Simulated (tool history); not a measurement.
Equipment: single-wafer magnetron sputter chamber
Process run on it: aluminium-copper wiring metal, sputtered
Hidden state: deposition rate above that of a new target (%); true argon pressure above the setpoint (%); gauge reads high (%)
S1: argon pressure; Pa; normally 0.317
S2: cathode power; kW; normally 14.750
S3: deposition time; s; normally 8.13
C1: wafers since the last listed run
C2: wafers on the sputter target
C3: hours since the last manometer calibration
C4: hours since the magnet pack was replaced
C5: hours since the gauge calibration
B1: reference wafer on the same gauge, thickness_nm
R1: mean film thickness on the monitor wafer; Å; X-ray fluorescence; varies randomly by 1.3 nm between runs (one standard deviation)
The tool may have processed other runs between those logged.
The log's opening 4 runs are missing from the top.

| run | hour | S1 | S2 | S3 | C1 | C2 | C3 | C4 | C5 | B1 | R1 |
|---|---|---|---|---|---|---|---|---|---|---|---|
| 5 | 182.1 | 0.317 | 14.750 | 8.13 | 1013 | 5565 | 1590.6 | 5255.0 | 1563.9 | 200.037 | 2189.96 |
| 6 | 222.8 | 0.317 | 14.750 | 8.13 | 918 | 6483 | 1631.3 | 5295.7 | 1604.6 | 199.954 | 2227.24 |
| 7 | 265.8 | 0.317 | 14.750 | 8.13 | 970 | 7454 | 1674.3 | 5338.7 | 1647.6 | 200.442 | 2209.45 |
| 8 | 365.2 | 0.317 | 14.750 | 8.13 | 2244 | 9699 | 1773.7 | 5438.1 | 1747.0 | 200.124 | 2194.45 |
| 9 | 425.5 | 0.317 | 14.750 | 8.13 | 1361 | 11060 | 1834.0 | 5498.4 | 1807.3 | 200.203 | 2216.17 |
|  | 466.6 | sputter target and shields replaced |
| 10 | 471.9 | 0.317 | 14.750 | 8.13 | 867 | 118 | 1880.4 | 5544.8 | 1853.7 | 199.859 | 2206.53 |
| 11 | 520.0 | 0.317 | 14.750 | 8.13 | 1086 | 1204 | 1928.5 | 5592.9 | 1901.8 | 200.136 | 2192.47 |
| 12 | 557.7 | 0.317 | 13.100 | 8.13 | 851 | 2055 | 1966.2 | 5630.6 | 1939.5 | 199.844 | 1959.79 |
| 13 | 588.4 | 0.233 | 14.750 | 8.13 | 693 | 2749 | 1996.9 | 5661.3 | 1970.2 | 199.818 | 2347.36 |
| 14 | 657.3 | 0.317 | 13.500 | 8.13 | 1555 | 4304 | 2065.8 | 5730.2 | 2039.1 | 199.792 | 2015.79 |
| 15 | 702.0 | 0.317 | 13.500 | 8.13 | 1009 | 5313 | 2110.5 | 5774.9 | 2083.8 | 200.065 | 2016.19 |
| 16 | 767.9 | 0.211 | 14.750 | 8.94 | 1487 | 6801 | 2176.4 | 5840.8 | 2149.7 | 199.967 | 2618.46 |
| 17 | 822.4 | 0.254 | 11.700 | 8.13 | 1230 | 8032 | 2230.9 | 5895.3 | 2204.2 | 200.139 | 1838.10 |
| 18 | 894.2 | 0.214 | 14.750 | 9.15 | 1621 | 9653 | 2302.7 | 5967.1 | 2276.0 | 200.187 | 2690.00 |
|  | 951.3 | magnet pack replaced |
| 19 | 959.5 | 0.406 | 14.750 | 8.13 | 1293 | 10947 | 2368.0 | 8.2 | 2341.3 | 199.960 | 2064.21 |
|  | 977.3 | sputter target and shields replaced |
| 20 | 1014.2 | 0.357 | 12.650 | 9.72 | 1054 | 832 | 2422.7 | 62.9 | 2396.0 | 200.037 | 2215.09 |
|  | 1043.1 | capacitance manometer re-zeroed and calibrated |
| 21 | 1072.1 | 0.219 | 14.750 | 9.00 | 1126 | 1959 | 29.0 | 120.8 | 2453.9 | 199.762 | 2706.76 |
| 22 | 1113.3 | 0.413 | 13.450 | 8.13 | 930 | 2889 | 70.2 | 162.0 | 2495.1 | 200.271 | 1959.92 |
| 23 | 1138.0 | 0.351 | 14.750 | 8.13 | 557 | 3447 | 94.9 | 186.7 | 2519.8 | 200.331 | 2236.88 |
| 24 | 1167.3 | 0.317 | 14.750 | 8.13 | 661 | 4108 | 124.2 | 216.0 | 2549.1 | 200.031 | 2283.28 |
| 25 | 1210.0 | 0.279 | 15.700 | 7.57 | 964 | 5072 | 166.9 | 258.7 | 2591.8 | 199.498 | 2338.16 |

Run 26 has not been measured yet. What should we expect?
| 26 | 1412.4 | 0.266 | 11.450 | 8.13 | 4569 | 9642 | 369.3 | 461.1 | 2794.2 | ? | ? |

{"run 26": {"B1": 199.399, "R1": 1814.77}}
On a tool with no hidden condition, and with the same random variation, this run would have come out at R1 1826.19 Å.

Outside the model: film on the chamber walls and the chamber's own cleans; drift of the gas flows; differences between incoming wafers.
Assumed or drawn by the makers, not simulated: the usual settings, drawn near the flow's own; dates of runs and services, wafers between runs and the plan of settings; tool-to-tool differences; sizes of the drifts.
